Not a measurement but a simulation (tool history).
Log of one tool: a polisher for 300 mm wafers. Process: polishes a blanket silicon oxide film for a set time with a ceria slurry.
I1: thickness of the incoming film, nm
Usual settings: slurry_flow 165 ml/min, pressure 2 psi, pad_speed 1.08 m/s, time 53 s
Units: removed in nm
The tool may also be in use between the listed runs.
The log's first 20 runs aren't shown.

Run 21, day 10.075: usual settings; I1 823.9. Result: removed 147.4 nm.
Run 22, day 10.754: usual settings but pad_speed 0.9 m/s; I1 840.2. Result: removed 129.9 nm.
Run 23, day 11.204: usual settings; I1 840.8. Result: removed 146 nm.
Run 24, day 11.783: usual settings but pressure 1.8 psi; I1 834.9. Result: removed 133 nm.
Run 25, day 12.05: usual settings but slurry_flow 115 ml/min, pressure 1.8 psi, pad_speed 1.38 m/s, time 34 s; I1 839.2. Result: removed 92.9 nm.
Run 26, day 12.446: usual settings but time 36 s; I1 826.5. Result: removed 98.2 nm.
Run 27, day 13.3: usual settings; I1 829. Result: removed 142.5 nm.
Run 28, day 14.029: usual settings; I1 839.6. Result: removed 143.2 nm.
At day 15.262: worn pad replaced by a new one.
Run 29, day 15.533: usual settings; I1 854. Result: removed 147.5 nm.
Run 30, day 16.05: usual settings but pressure 2.4 psi, pad_speed 0.8 m/s, time 69 s; I1 845.5. Result: removed 189.8 nm.
Run 31, day 16.571: usual settings but pressure 1.8 psi, pad_speed 0.86 m/s, time 68 s; I1 838.3. Result: removed 143.8 nm.
Run 32, day 17: usual settings but slurry_flow 225 ml/min, pressure 2.6 psi, pad_speed 1.2 m/s, time 45 s; I1 838.1. Result: removed 184.2 nm.
Run 33, day 17.408: usual settings but slurry_flow 105 ml/min, pad_speed 0.82 m/s; I1 833.7. Result: removed 108.1 nm.

Forecast each of these 4 alternatives for the next run:
Run A, day 17.425: usual settings; I1 841.5. Result: removed ?.
Run B, day 17.425: usual settings but slurry_flow 220 ml/min, pad_speed 1.36 m/s; I1 841.5. Result: removed ?.
Run C, day 17.425: usual settings but slurry_flow 200 ml/min, pressure 1.4 psi, pad_speed 1.36 m/s, time 40 s; I1 841.5. Result: removed ?.
Run D, day 17.425: usual settings but slurry_flow 125 ml/min, pressure 2.2 psi, pad_speed 0.7 m/s, time 36 s; I1 841.5. Result: removed ?.

run  removed
  A    145.8
  B    180.6
  C     94.2
  D     76.9
Without the tool's hidden state the same runs would have given:
run  removed
  A    147.6
  B    182.8
  C     95.3
  D     77.8
